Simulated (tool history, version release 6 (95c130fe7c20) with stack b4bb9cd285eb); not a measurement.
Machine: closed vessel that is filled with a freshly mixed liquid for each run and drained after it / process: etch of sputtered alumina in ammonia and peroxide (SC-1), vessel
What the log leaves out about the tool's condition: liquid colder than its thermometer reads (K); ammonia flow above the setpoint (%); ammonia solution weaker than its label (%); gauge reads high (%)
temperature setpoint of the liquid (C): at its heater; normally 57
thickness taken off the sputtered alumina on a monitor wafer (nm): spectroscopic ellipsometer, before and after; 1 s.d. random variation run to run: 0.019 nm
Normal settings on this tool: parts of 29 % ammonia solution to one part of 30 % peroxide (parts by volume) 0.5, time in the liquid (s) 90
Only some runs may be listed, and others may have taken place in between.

run	hour	temperature setpoint of the liquid (C)	parts of 29 % ammonia solution to one part of 30 % peroxide (parts by volume)	time in the liquid (s)	wafers since the last listed run	hours since the thermometer was replaced	hours since the ammonia flow meter was replaced	hours since the drum of ammonia solution was connected	hours since the gauge calibration	read-back film thickness of the sputtered alumina reference wafer, read on the same gauge (nm)	thickness taken off the sputtered alumina on a monitor wafer (nm)
1	0	57	0.5	90	0	174.9	672.2	328.2	2228.4	150	7.24
# hour 3.2: ammonia flow meter replaced
2	158.6	57	0.5	90	19362	333.5	155.4	486.8	2387	149.99	7.14
3	184.5	57	0.5	90	3182	359.4	181.3	512.7	2412.9	149.99	7.11
4	234.1	57	0.5	45	6093	409	230.9	562.3	2462.5	150	3.56
# hour 282.5: thermometer replaced
5	287.3	57	0.5	90	6413	4.8	284.1	615.5	2515.7	150.01	7.27
6	333.7	66	0.35	45	5700	51.2	330.5	661.9	2562.1	150	5.51
7	386.5	57	0.5	35	6486	104	383.3	714.7	2614.9	150	2.78
# hour 440.7: gauge calibrated
8	458.3	57	0.25	60	8821	175.8	455.1	786.5	17.6	149.99	4.47
9	515.4	57	0.5	140	7015	232.9	512.2	843.6	74.7	150.01	11.08
10	565.3	57	0.5	90	6130	282.8	562.1	893.5	124.6	150.01	7.16
11	628.4	49	0.35	65	7752	345.9	625.2	956.6	187.7	150.02	3.22
# hour 654.1: new drum of ammonia solution connected
12	677.6	57	0.5	60	5921	395.1	674.4	23.5	236.9	150.02	4.74
# hour 740.9: ammonia flow meter replaced
13	744	57	0.5	90	8034	461.5	3.1	89.9	303.3	149.98	6.99
14	777.2	63.5	0.5	90	4078	494.7	36.3	123.1	336.5	150	9.8
# hour 827.5: thermometer replaced
15	843.3	65.5	0.5	65	7998	15.8	102.4	189.2	402.6	150	8.05
16	873	62.5	0.5	45	3648	45.5	132.1	218.9	432.3	149.99	4.82
17	943.5	54	0.3	90	8661	116	202.6	289.4	502.8	150	5.87
18	971.9	57	0.5	90	3489	144.4	231	317.8	531.2	150	7.19
19	1014.4	62	0.7	90	5221	186.9	273.5	360.3	573.7	150	9.58
20	1076.9	52.5	0.5	90	7678	249.4	336	422.8	636.2	150	5.64
21	1121.8	57	0.5	90	5516	294.3	380.9	467.7	681.1	149.99	7.19
22	1146.8	51.5	0.25	135	3071	319.3	405.9	492.7	706.1	150.01	7.48
23	1217	57	0.5	40	8624	389.5	476.1	562.9	776.3	150.02	3.18

Expected results for the next run?
24	1277.5	51.5	0.25	60	7432	450	536.6	623.4	836.8	?	?

read-back film thickness of the sputtered alumina reference wafer, read on the same gauge (nm): 150.02
thickness taken off the sputtered alumina on a monitor wafer (nm): 3.3
Had the tool carried no hidden state, the very same run would have given thickness taken off the sputtered alumina on a monitor wafer (nm) 3.36.
